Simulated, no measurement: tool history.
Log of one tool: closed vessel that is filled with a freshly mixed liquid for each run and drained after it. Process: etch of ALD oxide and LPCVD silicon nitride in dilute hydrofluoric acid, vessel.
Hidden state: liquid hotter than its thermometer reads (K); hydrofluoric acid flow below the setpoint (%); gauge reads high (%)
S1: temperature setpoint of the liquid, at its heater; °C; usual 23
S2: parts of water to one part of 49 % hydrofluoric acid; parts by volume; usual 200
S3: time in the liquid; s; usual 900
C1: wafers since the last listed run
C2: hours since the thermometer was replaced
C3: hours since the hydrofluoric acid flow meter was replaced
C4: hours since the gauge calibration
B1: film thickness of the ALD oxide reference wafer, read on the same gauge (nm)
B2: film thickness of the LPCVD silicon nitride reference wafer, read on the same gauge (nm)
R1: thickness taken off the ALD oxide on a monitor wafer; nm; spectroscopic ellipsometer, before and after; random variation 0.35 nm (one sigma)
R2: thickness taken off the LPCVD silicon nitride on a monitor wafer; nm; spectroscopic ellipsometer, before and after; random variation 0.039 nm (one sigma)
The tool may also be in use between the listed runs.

run	hour	S1	S2	S3	C1	C2	C3	C4	B1	B2	R1	R2
1	0	23	200	900	0	1288	768.9	20	120.01	99.962	43.04	2.366
2	27	23	200	900	1328	1315	795.9	47	119.98	100.02	43.74	2.356
3	59	23	200	1270	1574	1347	827.9	79	119.98	100.013	62.7	3.553
4	94	23	200	1270	1722	1382	862.9	114	119.98	100.01	61.92	3.498
5	128.9	23	200	900	1717	1416.9	897.8	148.9	120.01	100.027	44.29	2.492
6	161.8	23	175	900	1619	1449.8	930.7	181.8	120.01	100.01	52.59	2.847
7	173.8	23	175	900	590	1461.8	942.7	193.8	119.99	99.974	51.98	2.834
8	240	20	200	900	3258	1528	1008.9	260	120	100.016	40.2	2.033
9	268.9	20	200	900	1422	1556.9	1037.8	288.9	120	99.965	39.8	2.138
# hour 284.1: hydrofluoric acid flow meter replaced
10	294.9	23	200	900	1230	1582.9	10.8	314.9	120	99.989	44.11	2.542
# hour 300.5: gauge calibrated
11	306.9	26	155	1385	590	1594.9	22.8	6.4	120	100.01	105.17	6.036
# hour 328.9: thermometer replaced
12	329.4	23	290	415	1058	0.5	45.3	28.9	120	99.968	11.57	0.664
13	343.2	23	230	900	679	14.3	59.1	42.7	120	100.016	33.83	1.844
14	358.2	23	110	900	738	29.3	74.1	57.7	119.99	100.03	79.78	3.755
15	375.4	23	175	900	846	46.5	91.3	74.9	120.01	99.98	47.6	2.5
16	402.9	23	200	900	1353	74	118.8	102.4	120	100.019	40.12	2.116
17	415.8	28	125	395	634	86.9	131.7	115.3	119.99	99.975	37.74	2.055
18	445.9	20.5	285	1240	1481	117	161.8	145.4	120	100.005	32.89	1.744
19	464.9	27.5	140	1055	935	136	180.8	164.4	120	100.009	86.11	4.669

4 ways to go on from here, each from the tool as it stands after run 19. What would each give?
A	465.8	23	200	900	44	136.9	181.7	165.3	?	?	?	?
B	465.8	26.5	240	725	44	136.9	181.7	165.3	?	?	?	?
C	465.8	24.5	200	900	44	136.9	181.7	165.3	?	?	?	?
D	465.8	27.5	270	900	44	136.9	181.7	165.3	?	?	?	?

run	B1	B2	R1	R2
A	119.99	100	40.98	2.05
B	119.99	100	29.88	1.711
C	119.99	100	43.31	2.254
D	119.99	100	33.01	2.002
Without the tool's hidden state the same runs would have given:
run	R1	R2
A	40.15	1.98
B	29.31	1.655
C	42.45	2.177
D	32.41	1.937
